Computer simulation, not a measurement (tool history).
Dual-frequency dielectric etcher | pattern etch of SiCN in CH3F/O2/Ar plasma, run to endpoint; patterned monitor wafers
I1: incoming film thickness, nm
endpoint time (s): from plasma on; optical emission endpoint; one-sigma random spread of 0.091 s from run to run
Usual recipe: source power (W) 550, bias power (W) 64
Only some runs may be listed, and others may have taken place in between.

{"run": 1, "hour": 0.0, "source power (W)": 550, "bias power (W)": 64, "I1": 8.37, "endpoint time (s)": 21.9}
{"run": 2, "hour": 28.9, "source power (W)": 550, "bias power (W)": 64, "I1": 8.37, "endpoint time (s)": 21.8}
{"run": 3, "hour": 98.1, "source power (W)": 550, "bias power (W)": 64, "I1": 8.38, "endpoint time (s)": 22.1}
{"run": 4, "hour": 146.3, "source power (W)": 470, "bias power (W)": 76, "I1": 8.51, "endpoint time (s)": 21.2}
{"run": 5, "hour": 151.9, "source power (W)": 470, "bias power (W)": 76, "I1": 8.4, "endpoint time (s)": 21.1}
{"run": 6, "hour": 187.0, "source power (W)": 460, "bias power (W)": 53, "I1": 8.43, "endpoint time (s)": 24.2}
{"run": 7, "hour": 220.0, "source power (W)": 460, "bias power (W)": 53, "I1": 8.34, "endpoint time (s)": 23.8}
{"run": 8, "hour": 246.0, "source power (W)": 460, "bias power (W)": 53, "I1": 8.42, "endpoint time (s)": 24.3}
{"run": 9, "hour": 260.7, "source power (W)": 550, "bias power (W)": 64, "I1": 8.36, "endpoint time (s)": 21.3}
{"run": 10, "hour": 291.5, "source power (W)": 550, "bias power (W)": 64, "I1": 8.35, "endpoint time (s)": 21.5}
{"run": 11, "hour": 315.0, "source power (W)": 550, "bias power (W)": 58, "I1": 8.39, "endpoint time (s)": 22.3}
{"run": 12, "hour": 336.5, "source power (W)": 550, "bias power (W)": 58, "I1": 8.41, "endpoint time (s)": 22.5}
{"run": 13, "hour": 351.5, "source power (W)": 550, "bias power (W)": 64, "I1": 8.44, "endpoint time (s)": 21.6}
{"run": 14, "hour": 383.0, "source power (W)": 550, "bias power (W)": 64, "I1": 8.36, "endpoint time (s)": 21.7}
{"run": 15, "hour": 403.3, "source power (W)": 480, "bias power (W)": 58, "I1": 8.32, "endpoint time (s)": 23.0}
{"run": 16, "hour": 421.8, "source power (W)": 490, "bias power (W)": 75, "I1": 8.39, "endpoint time (s)": 21.4}
{"run": 17, "hour": 434.7, "source power (W)": 470, "bias power (W)": 54, "I1": 8.38, "endpoint time (s)": 24.1}
{"run": 18, "hour": 464.2, "source power (W)": 630, "bias power (W)": 64, "I1": 8.42, "endpoint time (s)": 21.1}
{"run": 19, "hour": 536.1, "source power (W)": 550, "bias power (W)": 64, "I1": 8.39, "endpoint time (s)": 21.8}
{"run": 20, "hour": 557.0, "source power (W)": 650, "bias power (W)": 56, "I1": 8.46, "endpoint time (s)": 21.9}
{"run": 21, "hour": 586.7, "source power (W)": 550, "bias power (W)": 80, "I1": 8.46, "endpoint time (s)": 20.5}
{"run": 22, "hour": 604.2, "source power (W)": 550, "bias power (W)": 64, "I1": 8.47, "endpoint time (s)": 22.3}
{"run": 23, "hour": 616.5, "source power (W)": 430, "bias power (W)": 58, "I1": 8.43, "endpoint time (s)": 24.6}
{"run": 24, "hour": 646.7, "source power (W)": 610, "bias power (W)": 64, "I1": 8.42, "endpoint time (s)": 21.5}
{"run": 25, "hour": 676.1, "source power (W)": 460, "bias power (W)": 53, "I1": 8.35, "endpoint time (s)": 24.6}
{"run": 26, "hour": 710.2, "source power (W)": 550, "bias power (W)": 55, "I1": 8.42, "endpoint time (s)": 22.7}
{"run": 27, "hour": 745.7, "source power (W)": 450, "bias power (W)": 55, "I1": 8.37, "endpoint time (s)": 23.8}
{"run": 28, "hour": 768.9, "source power (W)": 510, "bias power (W)": 80, "I1": 8.26, "endpoint time (s)": 19.9}
{"run": 29, "hour": 803.0, "source power (W)": 550, "bias power (W)": 76, "I1": 8.49, "endpoint time (s)": 20.4}
{"run": 30, "hour": 820.1, "source power (W)": 470, "bias power (W)": 71, "I1": 8.4, "endpoint time (s)": 21.7}
{"run": 31, "hour": 855.3, "source power (W)": 620, "bias power (W)": 80, "I1": 8.45, "endpoint time (s)": 19.3}
{"run": 32, "hour": 879.8, "source power (W)": 550, "bias power (W)": 64, "I1": 8.34, "endpoint time (s)": 21.2}
{"run": 33, "hour": 893.3, "source power (W)": 430, "bias power (W)": 51, "I1": 8.53, "endpoint time (s)": 25.6}
{"run": 34, "hour": 906.4, "source power (W)": 610, "bias power (W)": 78, "I1": 8.34, "endpoint time (s)": 19.4}
{"run": 35, "hour": 933.2, "source power (W)": 610, "bias power (W)": 70, "I1": 8.38, "endpoint time (s)": 20.2}

Between the runs listed above, the log contained 5 entries, not reproduced here. Where in the sequence does each belong, and how does what the log doesn't record of the tool's condition differ from the listed run before to the listed run after?
Runs 3 to 4: wet clean of the chamber (hour 145.8)
  etch rate over this chamber's usual, %: -3.61 -> 0.0832
  measured minus no-state result, endpoint time (s): +0.8 -> +0.0
Runs 14 to 15: bias power generator calibrated (hour 389.1)
  etch rate over this chamber's usual, %: -1.7 -> -1.85
  measured minus no-state result, endpoint time (s): +0.3 -> +0.5
Runs 20 to 21: upper electrode replaced (hour 585.6)
  etch rate over this chamber's usual, %: -3.01 -> -3.23
  measured minus no-state result, endpoint time (s): +0.6 -> +0.6
Runs 25 to 26: source power generator calibrated (hour 695.8); wet clean of the chamber (hour 703.1)
  etch rate over this chamber's usual, %: -3.91 -> 0.0432
  measured minus no-state result, endpoint time (s): +1.0 -> +0.0

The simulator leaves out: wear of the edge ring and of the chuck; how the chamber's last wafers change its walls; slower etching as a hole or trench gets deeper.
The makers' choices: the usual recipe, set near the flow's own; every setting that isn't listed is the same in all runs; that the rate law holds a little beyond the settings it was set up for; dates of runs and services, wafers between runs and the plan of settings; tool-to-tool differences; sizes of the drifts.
